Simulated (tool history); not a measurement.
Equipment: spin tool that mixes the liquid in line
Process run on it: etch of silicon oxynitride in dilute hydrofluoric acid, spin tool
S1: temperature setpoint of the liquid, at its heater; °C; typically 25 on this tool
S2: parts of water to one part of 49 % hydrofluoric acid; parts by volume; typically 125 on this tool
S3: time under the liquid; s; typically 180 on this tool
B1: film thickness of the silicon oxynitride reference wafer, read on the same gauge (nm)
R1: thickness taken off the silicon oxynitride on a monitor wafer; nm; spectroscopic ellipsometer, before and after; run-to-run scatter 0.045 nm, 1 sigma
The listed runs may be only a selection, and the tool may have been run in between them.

run	hour	S1	S2	S3	B1	R1
1	0	23	125	205	61.074	5.63
2	73	23	125	155	61.182	4.228
3	170.9	23	125	155	61.272	4.251
4	436.3	23	125	155	61.499	4.213
5	516.6	25	125	180	61.574	5.459
# hour 619.4: hydrofluoric acid flow meter replaced
6	622.8	25	125	180	61.761	5.505
7	729.5	25	125	180	61.897	5.467
8	829.3	22.5	125	180	61.997	4.928
9	905.9	25	125	180	62.075	5.571
10	964.1	25	125	180	62.157	5.556
11	1010.3	25	75	180	62.241	9.69
12	1066.7	25	125	180	62.308	5.571
13	1141.4	25	125	115	62.433	3.539
14	1212.7	25	125	95	62.472	2.9
# hour 1262.8: gauge calibrated
15	1279.6	28.5	125	105	59.954	3.633
# hour 1298: hydrofluoric acid flow meter replaced
16	1339.5	25	95	180	59.932	7.201
# hour 1467.4: thermometer replaced
17	1519.8	27	125	180	59.998	5.748
18	1596.2	25	125	80	59.956	2.363
19	1683.1	25	125	95	59.979	2.865
20	1736.6	25	145	110	59.975	2.785
21	1791.2	25	125	135	60.007	4.023
22	1859.2	25	175	180	60.033	3.578
23	1900.9	25	145	95	60.02	2.392
# hour 1943: hydrofluoric acid flow meter replaced
24	1986.4	20.5	170	265	60.02	4.589
25	2092	25	140	180	60.082	4.696
26	2190.2	25	125	180	60.114	5.338
27	2227.3	25	125	180	60.129	5.408
28	2317.9	25	125	180	60.166	5.338
29	2389.4	25	125	180	60.183	5.315
30	2449	25	125	215	60.184	6.423
31	2529.7	21.5	65	265	60.265	13.453
32	2587.1	29.5	125	275	60.315	10.071
# hour 2631.4: hydrofluoric acid flow meter replaced
33	2686.6	25	180	180	60.351	3.577

3 options for the next run, each taken on its own from the tool as it stands now. Forecast them:
A	2687.1	25	125	130	?	?
B	2687.1	21.5	140	265	?	?
C	2687.1	25	125	100	?	?

run	B1	R1
A	60.336	3.879
B	60.336	5.926
C	60.336	2.984
Without the tool's hidden state the same runs would have given:
run	R1
A	3.856
B	5.891
C	2.966
